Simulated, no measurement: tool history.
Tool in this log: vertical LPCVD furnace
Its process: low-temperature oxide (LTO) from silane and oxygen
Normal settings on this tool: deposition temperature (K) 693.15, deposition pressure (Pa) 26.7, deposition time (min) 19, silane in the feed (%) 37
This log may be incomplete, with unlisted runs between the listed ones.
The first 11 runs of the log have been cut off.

run,day,deposition temperature (K),deposition pressure (Pa),deposition time (min),silane in the feed (%),"read-back reference wafer on the same gauge, thickness",film thickness on the monitor wafer in the middle of the boat (Å)
12,22.533,693.15,22.7,16.5,37,159.88,1487.1
# day 25.575: thermocouples replaced and temperature profile calibrated
13,27.504,693.15,26.7,19,37,159.95,2000.6
14,29.675,693.15,26.7,19,37,160.08,2005.1
15,30.95,689.15,26.7,19,31,159.89,1535.3
16,33.321,688.15,28.7,26,37,159.97,2785.8
17,35.579,693.15,20,21,37,159.93,1677.8
18,38.404,703.15,22,26,30,159.66,1942.6
19,40.267,704.15,29.3,24.5,31,160.03,2554.9
# day 42.75: pressure gauge zeroed
20,43.154,693.15,26.7,23.5,34,159.79,2160.7
21,46.062,693.15,26.7,24,37,159.94,2462
22,47.742,699.15,32.7,19,37,159.82,2556.4
23,50.183,682.15,24.7,19,37,159.91,1625.9
24,51.479,684.15,30,19,37,159.92,2020
25,53.092,693.15,26.7,19,37,160.18,1971.9
26,54.858,693.15,21.3,19,37,159.99,1586.8
27,55.983,693.15,26.7,19,37,159.92,1981.3
28,58.45,693.15,31.3,19,37,159.65,2324.4
29,59.542,685.15,22,17,35,160.09,1256.2
30,60.846,688.15,33.3,15,33,159.83,1590.2
31,62.096,693.15,26.7,19,37,160.08,1978.8

Here are 4 independent what-if runs from the current tool condition. What would each one return?
A,62.288,693.15,26.7,19,37,?,?
B,62.288,693.15,26.7,25.5,33,?,?
C,62.288,686.15,26.7,15,37,?,?
D,62.288,693.15,26.7,17,33,?,?

run,"read-back reference wafer on the same gauge, thickness",film thickness on the monitor wafer in the middle of the boat (Å)
A,160.28,1975.9
B,160.28,2291.7
C,160.28,1448.5
D,160.28,1527.8
Stripped of hidden state, with their random variation kept, the same runs would have yielded:
run,film thickness on the monitor wafer in the middle of the boat (Å)
A,1944.2
B,2254.8
C,1425.2
D,1503.2
